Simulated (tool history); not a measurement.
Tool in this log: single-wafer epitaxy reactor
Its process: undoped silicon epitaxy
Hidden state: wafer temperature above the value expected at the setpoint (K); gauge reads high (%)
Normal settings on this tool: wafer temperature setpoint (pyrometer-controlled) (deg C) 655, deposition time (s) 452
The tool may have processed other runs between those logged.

run    hour  wafer temperature setpoint (pyrometer-controlled) (deg C)  deposition time (s)  wafers since the last listed run  hours since the last pyrometer calibration  hours since the gauge calibration  read-back reference wafer on the same gauge, thickness_nm  mean film thickness on the monitor wafer (angstrom)
  1       0                                                        655                  421                                 0                                       552.3                             1533.1                                                    104.089                                               815.49
  2    39.4                                                        655                  421                               216                                       591.7                             1572.5                                                    104.144                                               802.23
  3    70.9                                                        655                  421                               173                                       623.2                               1604                                                    104.065                                               808.75
  4     113                                                        655                  452                               231                                       665.3                             1646.1                                                    104.086                                               863.67
  5   144.6                                                        655                  452                               174                                       696.9                             1677.7                                                    104.073                                               864.56
  6   173.8                                                        655                  452                               160                                       726.1                             1706.9                                                    104.044                                                858.6
  7   202.1                                                        655                  452                               155                                       754.4                             1735.2                                                    104.069                                               858.18
  8   239.3                                                        655                  408                               204                                       791.6                             1772.4                                                    104.078                                                777.9
  9   310.4                                                        655                  408                               391                                       862.7                             1843.5                                                    104.126                                               779.15
 10   381.3                                                        655                  408                               390                                       933.6                             1914.4                                                    104.175                                               775.57
 11     418                                                        664                  452                               202                                       970.3                             1951.1                                                    104.133                                              1018.43
 12     479                                                        664                  452                               335                                      1031.3                             2012.1                                                    104.134                                              1012.21
 13   525.3                                                        664                  452                               254                                      1077.6                             2058.4                                                     104.07                                              1025.55
 14   556.7                                                        646                  387                               172                                        1109                             2089.8                                                    104.013                                               619.75
 15   600.4                                                        646                  387                               240                                      1152.7                             2133.5                                                    104.125                                               614.25
 16   637.9                                                        646                  387                               206                                      1190.2                               2171                                                    104.135                                               613.98
 17   669.8                                                        655                  452                               175                                      1222.1                             2202.9                                                    104.095                                               860.02
 18   739.7                                                        655                  452                               384                                        1292                             2272.8                                                    104.098                                               859.46
      777.5  -- gauge calibrated
 19   887.5                                                        655                  452                               813                                      1439.8                                110                                                    104.012                                               861.51
 20   913.1                                                        655                  452                               140                                      1465.4                              135.6                                                    103.955                                               851.29
 21   971.4                                                        655                  452                               321                                      1523.7                              193.9                                                    104.198                                               862.46
 22  1040.1                                                        655                  452                               378                                      1592.4                              262.6                                                    104.102                                               849.64
 23  1095.5                                                        643                  426                               305                                      1647.8                                318                                                    104.118                                               646.01
 24  1139.4                                                        669                  411                               241                                      1691.7                              361.9                                                     104.04                                               1014.3

Run 25 has not been measured yet. What should we expect?
 25  1201                                                        655                  371                               339                                      1753.3                              423.5                                                          ?                                                    ?

Run 25 produced read-back reference wafer on the same gauge, thickness_nm 104.037, mean film thickness on the monitor wafer (angstrom) 705.84.
Were there no unlogged condition in the tool, this run, its random variation unchanged, would have produced mean film thickness on the monitor wafer (angstrom) 730.09.

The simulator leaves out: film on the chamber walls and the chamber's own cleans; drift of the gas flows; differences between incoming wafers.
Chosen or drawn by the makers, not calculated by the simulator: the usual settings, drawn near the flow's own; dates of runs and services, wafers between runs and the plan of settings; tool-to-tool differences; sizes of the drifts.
